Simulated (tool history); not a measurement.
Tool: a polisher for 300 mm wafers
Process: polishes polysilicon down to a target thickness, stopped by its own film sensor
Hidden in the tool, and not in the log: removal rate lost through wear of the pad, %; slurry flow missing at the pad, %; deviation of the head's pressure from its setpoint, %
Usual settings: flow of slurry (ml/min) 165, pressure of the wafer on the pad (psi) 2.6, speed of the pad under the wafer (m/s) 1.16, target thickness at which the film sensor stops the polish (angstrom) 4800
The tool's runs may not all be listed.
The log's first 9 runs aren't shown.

run      day  flow of slurry (ml/min)  pressure of the wafer on the pad (psi)  speed of the pad under the wafer (m/s)  target thickness at which the film sensor stops the polish (angstrom)  wafers since the last listed run  wafers polished on this pad  hours since the slurry nozzle was cleaned  hours since the head pressure was calibrated  incoming thickness of the incoming film, nm  time until the film sensor stopped the polish (s)
 10   33.954                      135                                     2.6                                    1.16                                                                   5500                              1170                        10632                                      102.3                                         714.1                                       1044.4                                               71.1
      34.333  -- worn pad replaced by a new one
 11   47.321                      135                                     2.6                                    1.16                                                                   5500                              4188                         4121                                      423.1                                        1034.9                                       1033.3                                               70.4
 12   51.317                      165                                     2.6                                    1.16                                                                   3690                              1268                         5389                                      519.0                                        1130.8                                       1045.6                                               95.7
 13   53.646                      165                                     2.6                                    1.16                                                                   3690                               739                         6128                                      574.9                                        1186.7                                       1018.7                                               94.2
      57.225  -- head pressure recalibrated
 14   57.442                      215                                     3.4                                    1.00                                                                   6410                              1178                         7306                                      666.0                                           5.2                                       1025.0                                               53.1
 15   60.583                      215                                     3.1                                    1.16                                                                   4800                               996                         8303                                      741.4                                          80.6                                       1040.3                                               67.8
 16   64.546                      165                                     2.6                                    1.16                                                                   4800                              1257                         9560                                      836.5                                         175.7                                       1034.6                                               78.7
      64.683  -- slurry nozzle cleaned, repeated, since the last time left the tool worse
 17   68.238                      120                                     2.1                                    1.16                                                                   4800                              1158                        10719                                       85.3                                         264.3                                       1048.4                                               89.3
 18   71.862                      165                                     1.8                                    0.88                                                                   5390                              1150                        11869                                      172.3                                         351.3                                       1041.8                                              108.8
      73.367  -- worn pad replaced by a new one
 19   73.946                      185                                     1.9                                    1.16                                                                   4800                               608                          183                                      222.3                                         401.3                                       1028.6                                               88.0
 20   76.217                      165                                     2.6                                    1.16                                                                   4800                               720                          904                                      276.8                                         455.8                                       1041.9                                               75.2
 21   80.217                      165                                     2.6                                    1.16                                                                   4800                              1269                         2173                                      372.8                                         551.8                                       1040.7                                               72.9
 22   83.792                      165                                     2.6                                    1.54                                                                   4800                              1134                         3308                                      458.6                                         637.6                                       1028.5                                               55.4
 23   87.529                      165                                     2.6                                    0.92                                                                   4800                              1186                         4494                                      548.3                                         727.3                                       1042.5                                               94.4
      97.804  -- slurry nozzle cleaned
 24   98.554                      140                                     3.4                                    0.78                                                                   3780                              3485                         7979                                       18.0                                         991.9                                       1030.7                                              110.2
 25  100.725                      165                                     2.6                                    0.86                                                                   5740                               688                         8668                                       70.1                                        1044.0                                       1059.5                                               89.9
 26  102.958                      165                                     2.6                                    1.16                                                                   5470                               708                         9377                                      123.7                                        1097.6                                       1048.4                                               68.3
     104.929  -- worn pad replaced by a new one
 27  106.900                      200                                     2.9                                    1.16                                                                   4800                              1197                          626                                      218.3                                        1192.2                                       1046.6                                               66.4
 28  110.854                      220                                     3.3                                    1.44                                                                   4800                              1254                         1880                                      313.2                                        1287.1                                       1024.3                                               48.6

The next listed run, before its measurement:
     112.362  -- head pressure recalibrated
 29  114.917                      165                                     2.6                                    1.16                                                                   4800                              1262                         3143                                      410.7                                          61.3                                       1050.0                                                  ?

time until the film sensor stopped the polish (s): 75.7
Without the tool's hidden state the same run would have given time until the film sensor stopped the polish (s) 74.2.
